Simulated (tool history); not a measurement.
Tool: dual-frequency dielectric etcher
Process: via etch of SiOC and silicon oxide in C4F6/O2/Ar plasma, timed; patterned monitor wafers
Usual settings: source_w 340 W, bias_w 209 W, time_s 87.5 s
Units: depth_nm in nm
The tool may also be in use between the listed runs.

run	day	source_w	bias_w	time_s	wafers since the last listed run	hours since the last wet clean	hours since the last source power generator calibration	hours since the last bias power generator calibration	hours since the last upper electrode change	hours since the gauge calibration	read-back reference wafer on the same gauge, depth_nm	depth_nm
1	0	340	209	87.5	0	271.2	2129.5	1112.7	3974.6	1169.6	82.8	93.8
2	2.829	340	186	87.5	437	339.1	2197.4	1180.6	4042.5	1237.5	82.9	90.4
# day 5.254: wet clean of the chamber
3	5.788	340	209	87.5	303	12.8	2268.4	1251.6	4113.5	1308.5	82.9	94.6
4	7.429	340	250	87.5	254	52.2	2307.8	1291	4152.9	1347.9	82.8	104.2
5	9.458	340	250	87.5	314	100.9	2356.5	1339.7	4201.6	1396.6	82.9	103.4
6	11.162	340	249	87.5	263	141.8	2397.4	1380.6	4242.5	1437.5	82.9	101.5
7	13.167	340	249	87.5	310	189.9	2445.5	1428.7	4290.6	1485.6	82.9	101.5
# day 22.304: upper electrode replaced
# day 23.196: wet clean of the chamber
8	23.217	380	209	87.5	1262	0.5	2686.7	1669.9	21.9	1726.8	83	100.2
9	23.229	340	209	87.5	1	0.8	2687	1670.2	22.2	1727.1	82.9	95.4
10	24.021	340	209	87.5	122	19.8	2706	1689.2	41.2	1746.1	82.9	94.2
11	25.517	340	209	87.5	231	55.7	2741.9	1725.1	77.1	1782	83.1	95
12	26.546	310	209	87.5	159	80.4	2766.6	1749.8	101.8	1806.7	82.9	90.5
13	28.804	340	235	87.5	349	134.6	2820.8	1804	156	1860.9	82.8	99.9
# day 29.362: bias power generator calibrated
14	30.988	310	230	76.5	312	187	2873.2	39	208.4	1913.3	82.9	82.3
15	33.292	340	246	87.5	356	242.3	2928.5	94.3	263.7	1968.6	82.9	100.3
# day 34.675: gauge calibrated
# day 35.158: source power generator calibrated
16	36.075	340	209	87.5	404	309.1	22	161.1	330.5	33.6	82.9	93.1
17	38.396	410	176	65	359	364.8	77.7	216.8	386.2	89.3	82.7	68.2
18	40.588	270	259	87.5	339	417.4	130.3	269.4	438.8	141.9	83	93.2
# day 43.346: wet clean of the chamber
19	43.367	340	209	87.5	275	0.5	197	336.1	505.5	208.6	82.9	95.3
20	43.771	380	177	77	62	10.2	206.7	345.8	515.2	218.3	82.9	81.3
21	46.083	340	209	87.5	357	65.7	262.2	401.3	570.7	273.8	82.9	94.6
22	48.096	420	189	108	311	114	310.5	449.6	619	322.1	82.9	121.8
23	49.417	410	209	87.5	204	145.7	342.2	481.3	650.7	353.8	82.9	102
24	51.329	360	209	110.5	295	191.6	388.1	527.2	696.6	399.7	82.8	121.9
25	52.792	340	209	87.5	226	226.7	423.2	562.3	731.7	434.8	83	93.9
26	55.471	340	209	87.5	414	291	487.5	626.6	796	499.1	82.9	94
27	57	340	209	87.5	236	327.7	524.2	663.3	832.7	535.8	82.8	93.6
# day 60.746: wet clean of the chamber
28	64.4	340	209	73	990	87.7	701.8	840.9	1010.3	713.4	82.9	79.3
29	67.308	290	238	87.5	450	157.5	771.6	910.7	1080.1	783.2	82.9	92.9
30	69.817	340	209	87.5	388	217.7	831.8	970.9	1140.3	843.4	82.8	95.3
31	73.562	280	250	113	579	307.6	921.7	1060.8	1230.2	933.3	82.9	121.1

The tool's hidden state at each run:
source power that arrives over what is set, %: 0 in every run
bias power that arrives over what is set, %: 0 in every run
gauge reads high (%): 0 in every run
H1: etch rate over this chamber's usual, %
run	H1
1	-1.38
2	-1.84
3	-0.0494
4	-0.315
5	-0.642
6	-0.918
7	-1.24
8	-0.328
9	-0.33
10	-0.458
11	-0.699
12	-0.866
13	-1.23
14	-1.58
15	-1.96
16	-2.41
17	-2.78
18	-3.13
19	-0.00821
20	-0.0735
21	-0.447
22	-0.772
23	-0.986
24	-1.29
25	-1.53
26	-1.96
27	-2.21
28	-0.544
29	-1.01
30	-1.42
31	-2.02
